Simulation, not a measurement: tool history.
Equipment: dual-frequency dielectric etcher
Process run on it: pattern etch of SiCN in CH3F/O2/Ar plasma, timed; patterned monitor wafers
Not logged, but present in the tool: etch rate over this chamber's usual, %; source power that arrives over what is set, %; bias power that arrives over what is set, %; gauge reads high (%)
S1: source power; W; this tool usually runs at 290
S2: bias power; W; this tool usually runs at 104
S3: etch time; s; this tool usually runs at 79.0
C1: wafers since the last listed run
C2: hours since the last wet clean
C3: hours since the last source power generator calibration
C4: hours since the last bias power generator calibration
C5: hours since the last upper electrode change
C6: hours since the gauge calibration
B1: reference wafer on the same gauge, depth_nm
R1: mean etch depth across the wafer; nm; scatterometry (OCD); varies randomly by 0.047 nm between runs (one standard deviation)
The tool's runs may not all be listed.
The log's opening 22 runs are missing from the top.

| run | day | S1 | S2 | S3 | C1 | C2 | C3 | C4 | C5 | C6 | B1 | R1 |
|---|---|---|---|---|---|---|---|---|---|---|---|---|
|  | 22.304 | gauge calibrated |
| 23 | 23.025 | 290 | 104 | 95.5 | 251 | 146.8 | 151.9 | 74.0 | 173.5 | 17.3 | 32.59 | 37.71 |
| 24 | 24.133 | 290 | 104 | 56.5 | 376 | 173.4 | 178.5 | 100.6 | 200.1 | 43.9 | 32.60 | 22.27 |
| 25 | 25.300 | 220 | 111 | 89.5 | 396 | 201.4 | 206.5 | 128.6 | 228.1 | 71.9 | 32.61 | 33.48 |
| 26 | 26.771 | 220 | 104 | 66.0 | 499 | 236.7 | 241.8 | 163.9 | 263.4 | 107.2 | 32.60 | 24.02 |
| 27 | 27.312 | 290 | 92 | 68.0 | 183 | 249.7 | 254.8 | 176.9 | 276.4 | 120.2 | 32.60 | 25.53 |
| 28 | 28.779 | 290 | 104 | 79.0 | 497 | 284.9 | 290.0 | 212.1 | 311.6 | 155.4 | 32.60 | 30.94 |
| 29 | 29.412 | 290 | 104 | 79.0 | 214 | 300.1 | 305.2 | 227.3 | 326.8 | 170.6 | 32.59 | 30.93 |
| 30 | 30.196 | 290 | 104 | 79.0 | 265 | 318.9 | 324.0 | 246.1 | 345.6 | 189.4 | 32.60 | 30.94 |

Here are 4 independent what-if runs from the current tool condition. What would each one return?
| A | 30.212 | 290 | 104 | 79.0 | 5 | 319.3 | 324.4 | 246.5 | 346.0 | 189.8 | ? | ? |
| B | 30.212 | 360 | 94 | 58.5 | 5 | 319.3 | 324.4 | 246.5 | 346.0 | 189.8 | ? | ? |
| C | 30.212 | 250 | 104 | 66.0 | 5 | 319.3 | 324.4 | 246.5 | 346.0 | 189.8 | ? | ? |
| D | 30.212 | 290 | 128 | 70.0 | 5 | 319.3 | 324.4 | 246.5 | 346.0 | 189.8 | ? | ? |

| run | B1 | R1 |
|---|---|---|
| A | 32.60 | 31.00 |
| B | 32.60 | 23.57 |
| C | 32.60 | 24.83 |
| D | 32.60 | 29.75 |
The same runs, with their run-to-run variation unchanged, on a tool lacking any hidden condition would have given:
| run | R1 |
|---|---|
| A | 31.54 |
| B | 23.98 |
| C | 25.27 |
| D | 30.27 |
